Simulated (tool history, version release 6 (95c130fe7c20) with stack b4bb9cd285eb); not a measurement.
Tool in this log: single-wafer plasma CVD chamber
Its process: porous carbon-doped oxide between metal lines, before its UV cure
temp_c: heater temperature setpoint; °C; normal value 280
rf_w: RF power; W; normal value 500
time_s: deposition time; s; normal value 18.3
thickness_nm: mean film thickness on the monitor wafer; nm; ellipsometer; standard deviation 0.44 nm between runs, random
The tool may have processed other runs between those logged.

run,hour,temp_c,rf_w,time_s,wafers since the last listed run,hours since the last thermocouple change,hours since the last RF generator calibration,hours since the showerhead was replaced,hours since the gauge calibration,"read-back reference wafer on the same gauge, thickness_nm",thickness_nm
1,0,280,500,18.3,0,794.8,690.6,5551.3,137.9,111.973,102.319
2,44.7,291,500,20.8,1507,839.5,735.3,5596,182.6,111.982,106.158
3,89,291,500,20.8,1494,883.8,779.6,5640.3,226.9,111.945,106.575
4,114.7,280,560,18.3,866,909.5,805.3,5666,252.6,112.132,112.03
5,186.5,280,560,18.3,2421,981.3,877.1,5737.8,324.4,112.118,111.561
6,221.8,280,500,18.3,1190,1016.6,912.4,5773.1,359.7,111.996,101.924
7,284,276,500,18.3,2098,1078.8,974.6,5835.3,421.9,111.963,103.924
8,326.9,276,500,18.3,1447,1121.7,1017.5,5878.2,464.8,112.102,105.561
9,389.6,280,500,21.2,2114,1184.4,1080.2,5940.9,527.5,112.003,117.064
# hour 402.4: gauge calibrated
10,417.6,289,500,18.3,944,1212.4,1108.2,5968.9,15.2,112.095,94.83
11,453,280,585,18.3,1194,1247.8,1143.6,6004.3,50.6,111.973,115.763
12,522.8,285,420,21.4,2354,1317.6,1213.4,6074.1,120.4,112.155,95.05
13,566.9,290,500,19.6,1487,1361.7,1257.5,6118.2,164.5,111.87,100.134
# hour 620.2: thermocouple changed; heater temperature recalibrated
14,637.4,288,525,21.4,2108,17.2,1328,6188.7,235,111.944,112.083
# hour 657.4: showerhead replaced
# hour 666.2: RF generator calibrated
15,700.2,293,500,18.3,1578,80,34,42.8,297.8,112.003,95.392
16,755.8,280,500,18.3,1875,135.6,89.6,98.4,353.4,111.9,103.949
17,780.3,266,580,19.3,826,160.1,114.1,122.9,377.9,111.999,138.071
18,818.4,280,500,18.3,1285,198.2,152.2,161,416,112.19,103.907
# hour 836.4: gauge calibrated
19,878.9,273,425,18.3,2040,258.7,212.7,221.5,42.5,111.924,93.878

Entry by entry between the runs, the difference in hidden state between the last listed run before and the first listed run after:
Logged between run 9 and run 10: gauge calibrated (hour 402.4)
  wafer temperature above the value expected at the setpoint (K): -5.9 -> -5.93; delivered RF power above the setpoint (%): -7.16 -> -7.2
  measured minus no-state result, thickness_nm: -2.353 -> -2.108 nm
Logged between run 13 and run 14: thermocouple changed; heater temperature recalibrated (hour 620.2)
  wafer temperature above the value expected at the setpoint (K): -6.08 -> -1.01; delivered RF power above the setpoint (%): -7.39 -> -7.46
  measured minus no-state result, thickness_nm: -2.346 -> -6.746 nm
Logged between run 14 and run 15: showerhead replaced (hour 657.4); RF generator calibrated (hour 666.2)
  wafer temperature above the value expected at the setpoint (K): -1.01 -> -1.71; delivered RF power above the setpoint (%): -7.46 -> -0.638
  measured minus no-state result, thickness_nm: -6.746 -> +0.577 nm
Logged between run 18 and run 19: gauge calibrated (hour 836.4)
  wafer temperature above the value expected at the setpoint (K): -2.83 -> -3.3; delivered RF power above the setpoint (%): -2.13 -> -2.77
  measured minus no-state result, thickness_nm: +0.247 -> -0.23 nm
